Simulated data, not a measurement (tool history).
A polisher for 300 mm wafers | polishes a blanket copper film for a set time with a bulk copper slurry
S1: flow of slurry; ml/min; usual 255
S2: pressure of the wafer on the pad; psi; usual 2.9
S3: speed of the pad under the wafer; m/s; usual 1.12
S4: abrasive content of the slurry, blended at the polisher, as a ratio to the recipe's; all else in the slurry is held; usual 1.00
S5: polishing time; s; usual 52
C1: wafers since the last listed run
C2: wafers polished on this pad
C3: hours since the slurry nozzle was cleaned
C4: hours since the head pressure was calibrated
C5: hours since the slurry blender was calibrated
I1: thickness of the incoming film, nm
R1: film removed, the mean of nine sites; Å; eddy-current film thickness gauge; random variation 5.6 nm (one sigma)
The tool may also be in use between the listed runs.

| run | hour | S1 | S2 | S3 | S4 | S5 | C1 | C2 | C3 | C4 | C5 | I1 | R1 |
|---|---|---|---|---|---|---|---|---|---|---|---|---|---|
| 1 | 0.0 | 255 | 2.9 | 1.12 | 1.00 | 52 | 0 | 474 | 402.2 | 136.9 | 82.5 | 3362.7 | 4877 |
| 2 | 12.3 | 255 | 2.9 | 1.12 | 0.95 | 52 | 67 | 541 | 414.5 | 149.2 | 94.8 | 3384.1 | 4781 |
| 3 | 32.1 | 255 | 2.9 | 1.12 | 0.95 | 52 | 107 | 649 | 434.3 | 169.0 | 114.6 | 3379.2 | 4909 |
| 4 | 51.4 | 255 | 2.9 | 1.12 | 0.95 | 52 | 105 | 754 | 453.6 | 188.3 | 133.9 | 3396.2 | 4898 |
|  | 68.7 | worn pad replaced by a new one |
| 5 | 79.5 | 255 | 2.9 | 1.12 | 1.00 | 52 | 131 | 58 | 481.7 | 216.4 | 162.0 | 3382.9 | 4878 |
|  | 84.0 | slurry blender recalibrated |
| 6 | 100.6 | 255 | 2.9 | 1.04 | 1.00 | 52 | 104 | 163 | 502.8 | 237.5 | 16.6 | 3306.9 | 4593 |
| 7 | 134.2 | 255 | 2.9 | 1.04 | 1.00 | 52 | 183 | 346 | 536.4 | 271.1 | 50.2 | 3344.1 | 4614 |
| 8 | 169.7 | 255 | 2.9 | 1.04 | 1.00 | 52 | 193 | 539 | 571.9 | 306.6 | 85.7 | 3355.7 | 4618 |
| 9 | 193.9 | 255 | 2.9 | 1.12 | 1.00 | 52 | 131 | 671 | 596.1 | 330.8 | 109.9 | 3365.0 | 5028 |
| 10 | 216.6 | 255 | 2.9 | 1.12 | 1.00 | 52 | 123 | 795 | 618.8 | 353.5 | 132.6 | 3379.1 | 5088 |
|  | 230.0 | worn pad replaced by a new one |
| 11 | 247.6 | 255 | 2.9 | 0.80 | 1.00 | 52 | 147 | 95 | 649.8 | 384.5 | 163.6 | 3368.4 | 3671 |
|  | 250.1 | slurry blender recalibrated |
|  | 251.2 | slurry nozzle cleaned |
| 12 | 270.6 | 255 | 2.4 | 1.36 | 1.00 | 52 | 109 | 204 | 19.4 | 407.5 | 20.5 | 3356.6 | 5147 |
| 13 | 291.6 | 255 | 3.7 | 1.24 | 1.20 | 37 | 114 | 319 | 40.4 | 428.5 | 41.5 | 3423.3 | 5255 |
| 14 | 308.5 | 255 | 2.1 | 1.12 | 0.80 | 52 | 92 | 411 | 57.3 | 445.4 | 58.4 | 3358.0 | 3500 |
| 15 | 325.5 | 255 | 2.9 | 1.04 | 1.00 | 52 | 92 | 504 | 74.3 | 462.4 | 75.4 | 3347.2 | 4788 |
| 16 | 354.2 | 255 | 2.9 | 1.12 | 1.00 | 52 | 156 | 660 | 103.0 | 491.1 | 104.1 | 3354.0 | 5001 |
|  | 385.3 | worn pad replaced by a new one, of another model than before |
| 17 | 385.8 | 255 | 2.9 | 1.12 | 1.20 | 66 | 150 | 2 | 134.6 | 522.7 | 135.7 | 3415.5 | 6488 |
| 18 | 403.1 | 290 | 2.9 | 0.86 | 1.30 | 52 | 94 | 96 | 151.9 | 540.0 | 153.0 | 3417.0 | 4557 |
|  | 410.6 | head pressure recalibrated |
|  | 416.4 | slurry blender recalibrated |
| 19 | 437.9 | 255 | 2.9 | 1.12 | 1.00 | 52 | 167 | 264 | 186.7 | 27.3 | 21.5 | 3339.3 | 4734 |
| 20 | 450.8 | 255 | 2.9 | 0.82 | 0.80 | 52 | 70 | 335 | 199.6 | 40.2 | 34.4 | 3342.8 | 3697 |
| 21 | 467.5 | 255 | 2.9 | 1.12 | 1.25 | 52 | 91 | 426 | 216.3 | 56.9 | 51.1 | 3328.2 | 5023 |
| 22 | 484.0 | 285 | 2.9 | 1.12 | 1.00 | 52 | 89 | 516 | 232.8 | 73.4 | 67.6 | 3360.6 | 4727 |
| 23 | 509.7 | 185 | 2.9 | 1.12 | 1.00 | 44 | 140 | 656 | 258.5 | 99.1 | 93.3 | 3377.6 | 3969 |
| 24 | 526.0 | 180 | 2.4 | 1.12 | 1.00 | 52 | 88 | 745 | 274.8 | 115.4 | 109.6 | 3384.3 | 4124 |
|  | 545.2 | worn pad replaced by a new one |
| 25 | 550.2 | 255 | 2.9 | 1.12 | 1.00 | 52 | 110 | 27 | 299.0 | 139.6 | 133.8 | 3342.5 | 4856 |

Forecast run 26:
| 26 | 571.3 | 255 | 2.9 | 1.12 | 1.00 | 52 | 115 | 142 | 320.1 | 160.7 | 154.9 | 3330.2 | ? |

{"run 26": {"R1": 4726}}
Without the tool's hidden state the same run would have given R1 4519 Å.
